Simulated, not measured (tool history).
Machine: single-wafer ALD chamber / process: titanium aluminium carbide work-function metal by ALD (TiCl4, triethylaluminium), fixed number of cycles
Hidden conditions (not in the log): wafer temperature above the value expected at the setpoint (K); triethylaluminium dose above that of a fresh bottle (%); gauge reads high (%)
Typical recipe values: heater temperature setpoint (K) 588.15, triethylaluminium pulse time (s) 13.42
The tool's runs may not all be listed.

run    hour  heater temperature setpoint (K)  triethylaluminium pulse time (s)  wafers since the last listed run  hours since the last thermocouple change  hours since the last triethylaluminium bottle change  hours since the showerhead was replaced  hours since the gauge calibration  read-back reference wafer on the same gauge, thickness_nm  mean film thickness on the monitor wafer (angstrom)
  1     0.0                           584.15                             13.42                                 0                                    1076.3                                                 531.6                                   1582.7                              814.9                                                      2.199                                                20.34
  2    24.3                           584.15                             13.42                               206                                    1100.6                                                 555.9                                   1607.0                              839.2                                                      2.199                                                20.34
  3    49.2                           597.15                             14.97                               211                                    1125.5                                                 580.8                                   1631.9                              864.1                                                      2.200                                                21.46
  4    80.4                           597.15                             14.97                               265                                    1156.7                                                 612.0                                   1663.1                              895.3                                                      2.201                                                21.38
  5    97.6                           597.15                             14.97                               146                                    1173.9                                                 629.2                                   1680.3                              912.5                                                      2.200                                                21.41
  6   124.0                           597.15                             15.95                               224                                    1200.3                                                 655.6                                   1706.7                              938.9                                                      2.200                                                21.54
  7   151.7                           597.15                             15.95                               235                                    1228.0                                                 683.3                                   1734.4                              966.6                                                      2.200                                                21.55
      177.8  -- triethylaluminium bottle replaced
  8   186.0                           597.15                             15.95                               223                                    1262.3                                                   8.2                                   1768.7                             1000.9                                                      2.200                                                21.61
      248.2  -- thermocouple changed; heater temperature recalibrated
  9   274.2                           588.15                             13.42                               681                                      26.0                                                  96.4                                   1856.9                             1089.1                                                      2.201                                                21.06
 10   323.3                           588.15                             13.42                               417                                      75.1                                                 145.5                                   1906.0                             1138.2                                                      2.199                                                21.11
 11   355.1                           575.15                              9.69                               270                                     106.9                                                 177.3                                   1937.8                             1170.0                                                      2.200                                                19.19
 12   460.5                           575.15                              9.03                               895                                     212.3                                                 282.7                                   2043.2                             1275.4                                                      2.199                                                18.67
 13   473.4                           588.15                             13.42                               109                                     225.2                                                 295.6                                   2056.1                             1288.3                                                      2.200                                                20.96
 14   495.8                           577.15                              9.80                               190                                     247.6                                                 318.0                                   2078.5                             1310.7                                                      2.200                                                19.21
 15   529.3                           601.15                             13.42                               284                                     281.1                                                 351.5                                   2112.0                             1344.2                                                      2.201                                                21.91
      574.6  -- gauge calibrated
 16   635.3                           598.15                              8.25                               900                                     387.1                                                 457.5                                   2218.0                               60.7                                                      2.200                                                19.41
 17   728.4                           597.15                             14.97                               791                                     480.2                                                 550.6                                   2311.1                              153.8                                                      2.201                                                21.65
 18   743.6                           592.15                              8.50                               129                                     495.4                                                 565.8                                   2326.3                              169.0                                                      2.199                                                18.99
      758.7  -- showerhead replaced
      777.1  -- triethylaluminium bottle replaced
 19   778.3                           593.15                             13.42                               158                                     530.1                                                   1.2                                     19.6                              203.7                                                      2.200                                                21.35
 20   799.2                           596.15                             15.17                               177                                     551.0                                                  22.1                                     40.5                              224.6                                                      2.201                                                21.76
 21   817.7                           588.15                             16.13                               157                                     569.5                                                  40.6                                     59.0                              243.1                                                      2.201                                                21.13
 22   850.0                           598.15                             13.42                               274                                     601.8                                                  72.9                                     91.3                              275.4                                                      2.200                                                21.76
 23   878.9                           597.15                             14.97                               245                                     630.7                                                 101.8                                    120.2                              304.3                                                      2.200                                                21.79
 24   897.9                           595.15                             13.42                               161                                     649.7                                                 120.8                                    139.2                              323.3                                                      2.199                                                21.51
 25   921.2                           588.15                             13.42                               197                                     673.0                                                 144.1                                    162.5                              346.6                                                      2.200                                                20.80
 26   936.8                           588.15                             13.42                               132                                     688.6                                                 159.7                                    178.1                              362.2                                                      2.201                                                20.80
 27   967.7                           596.15                             11.56                               262                                     719.5                                                 190.6                                    209.0                              393.1                                                      2.200                                                21.20
 28  1002.8                           577.15                             13.42                               298                                     754.6                                                 225.7                                    244.1                              428.2                                                      2.199                                                20.06
 29  1027.3                           577.15                             10.86                               208                                     779.1                                                 250.2                                    268.6                              452.7                                                      2.201                                                19.58
 30  1045.9                           588.15                             13.42                               158                                     797.7                                                 268.8                                    287.2                              471.3                                                      2.199                                                20.88
 31  1153.5                           588.15                             13.42                               914                                     905.3                                                 376.4                                    394.8                              578.9                                                      2.201                                                20.78
 32  1179.0                           594.15                             13.42                               216                                     930.8                                                 401.9                                    420.3                              604.4                                                      2.200                                                21.16

Each row is a separate what-if for the run after 32, all from the same tool condition, not one after another. Results?
  A  1179.4                           588.15                             13.42                                 3                                     931.2                                                 402.3                                    420.7                              604.8                                                          ?                                                    ?
  B  1179.4                           588.15                             11.79                                 3                                     931.2                                                 402.3                                    420.7                              604.8                                                          ?                                                    ?
  C  1179.4                           601.15                             15.81                                 3                                     931.2                                                 402.3                                    420.7                              604.8                                                          ?                                                    ?
  D  1179.4                           583.15                             13.42                                 3                                     931.2                                                 402.3                                    420.7                              604.8                                                          ?                                                    ?
  E  1179.4                           588.15                              8.62                                 3                                     931.2                                                 402.3                                    420.7                              604.8                                                          ?                                                    ?

run  read-back reference wafer on the same gauge, thickness_nm  mean film thickness on the monitor wafer (angstrom)
  A                                                      2.199                                                20.70
  B                                                      2.199                                                20.40
  C                                                      2.199                                                21.89
  D                                                      2.199                                                20.32
  E                                                      2.199                                                18.95
With the hidden condition removed and each run's random variation left untouched, the same runs would have given:
run  mean film thickness on the monitor wafer (angstrom)
  A                                                20.96
  B                                                20.75
  C                                                22.09
  D                                                20.58
  E                                                19.58
